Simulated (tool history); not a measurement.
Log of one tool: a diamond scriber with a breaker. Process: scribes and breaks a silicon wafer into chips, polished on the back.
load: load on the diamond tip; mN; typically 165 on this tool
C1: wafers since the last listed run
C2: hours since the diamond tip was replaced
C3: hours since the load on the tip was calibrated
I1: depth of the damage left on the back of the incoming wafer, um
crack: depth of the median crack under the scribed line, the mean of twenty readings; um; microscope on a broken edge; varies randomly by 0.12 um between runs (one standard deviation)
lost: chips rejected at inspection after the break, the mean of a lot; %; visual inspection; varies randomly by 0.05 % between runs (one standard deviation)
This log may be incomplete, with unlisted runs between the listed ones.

Run 1, hour 0.0: usual settings; C1 0; C2 771.2; C3 1539.9; I1 0.04. Result: crack 9.88 um, lost 4.30 %.
Run 2, hour 9.2: usual settings; C1 35; C2 780.4; C3 1549.1; I1 0.04. Result: crack 9.93 um, lost 4.41 %.
Run 3, hour 57.6: usual settings; C1 186; C2 828.8; C3 1597.5; I1 0.02. Result: crack 9.39 um, lost 5.59 %.
Run 4, hour 74.5: usual settings; C1 65; C2 845.7; C3 1614.4; I1 0.05. Result: crack 9.63 um, lost 5.55 %.
Run 5, hour 88.5: usual settings; C1 54; C2 859.7; C3 1628.4; I1 0.02. Result: crack 9.49 um, lost 5.56 %.
Run 6, hour 101.1: usual settings; C1 48; C2 872.3; C3 1641.0; I1 0.01. Result: crack 9.17 um, lost 6.34 %.
At hour 109.8: load on the tip recalibrated.
At hour 113.7: diamond tip replaced by a new one.
Run 7, hour 114.3: usual settings; C1 35; C2 0.6; C3 4.5; I1 0.03. Result: crack 11.54 um, lost 0.72 %.
Run 8, hour 123.4: usual settings but load 144 mN; C1 35; C2 9.7; C3 13.6; I1 0.04. Result: crack 9.96 um, lost 3.55 %.
Run 9, hour 135.0: usual settings but load 144 mN; C1 44; C2 21.3; C3 25.2; I1 0.02. Result: crack 9.79 um, lost 3.16 %.
Run 10, hour 142.9: usual settings but load 178 mN; C1 30; C2 29.2; C3 33.1; I1 0.02. Result: crack 12.34 um, lost 1.04 %.
Run 11, hour 151.1: usual settings but load 147 mN; C1 31; C2 37.4; C3 41.3; I1 0.02. Result: crack 10.09 um, lost 2.63 %.
Run 12, hour 164.4: usual settings but load 126 mN; C1 51; C2 50.7; C3 54.6; I1 0.01. Result: crack 8.78 um, lost 10.88 %.
Run 13, hour 176.1: usual settings; C1 45; C2 62.4; C3 66.3; I1 0.05. Result: crack 11.40 um, lost 0.80 %.
Run 14, hour 186.1: usual settings but load 187 mN; C1 38; C2 72.4; C3 76.3; I1 0.01. Result: crack 12.61 um, lost 2.02 %.
Run 15, hour 194.0: usual settings; C1 30; C2 80.3; C3 84.2; I1 0.02. Result: crack 11.30 um, lost 0.75 %.
Run 16, hour 201.1: usual settings but load 151 mN; C1 27; C2 87.4; C3 91.3; I1 0.03. Result: crack 10.34 um, lost 2.14 %.
Run 17, hour 207.2: usual settings; C1 23; C2 93.5; C3 97.4; I1 0.02. Result: crack 11.32 um, lost 0.81 %.
Run 18, hour 224.3: usual settings; C1 66; C2 110.6; C3 114.5; I1 0.04. Result: crack 11.18 um, lost 0.74 %.
Run 19, hour 239.9: usual settings but load 195 mN; C1 60; C2 126.2; C3 130.1; I1 0.05. Result: crack 13.24 um, lost 2.88 %.

Each row is a separate what-if for the run after 19, all from the same tool condition, not one after another. Results?
Run A, hour 240.4: usual settings; C1 1; C2 126.7; C3 130.6; I1 0.02. Result: crack ?, lost ?.
Run B, hour 240.4: usual settings but load 152 mN; C1 1; C2 126.7; C3 130.6; I1 0.02. Result: crack ?, lost ?.
Run C, hour 240.4: usual settings but load 190 mN; C1 1; C2 126.7; C3 130.6; I1 0.02. Result: crack ?, lost ?.
Run D, hour 240.4: usual settings but load 132 mN; C1 1; C2 126.7; C3 130.6; I1 0.02. Result: crack ?, lost ?.
Run E, hour 240.4: usual settings but load 117 mN; C1 1; C2 126.7; C3 130.6; I1 0.02. Result: crack ?, lost ?.

run  crack   lost
  A  11.33   0.80
  B  10.52   2.07
  C  12.83   2.45
  D   9.19   8.37
  E   8.13  17.82
Take away the tool's hidden state, keep each run's random variation, and the runs would have read:
run  crack   lost
  A  11.54   0.75
  B  10.71   1.60
  C  13.06   3.07
  D   9.36   7.24
  E   8.28  16.24

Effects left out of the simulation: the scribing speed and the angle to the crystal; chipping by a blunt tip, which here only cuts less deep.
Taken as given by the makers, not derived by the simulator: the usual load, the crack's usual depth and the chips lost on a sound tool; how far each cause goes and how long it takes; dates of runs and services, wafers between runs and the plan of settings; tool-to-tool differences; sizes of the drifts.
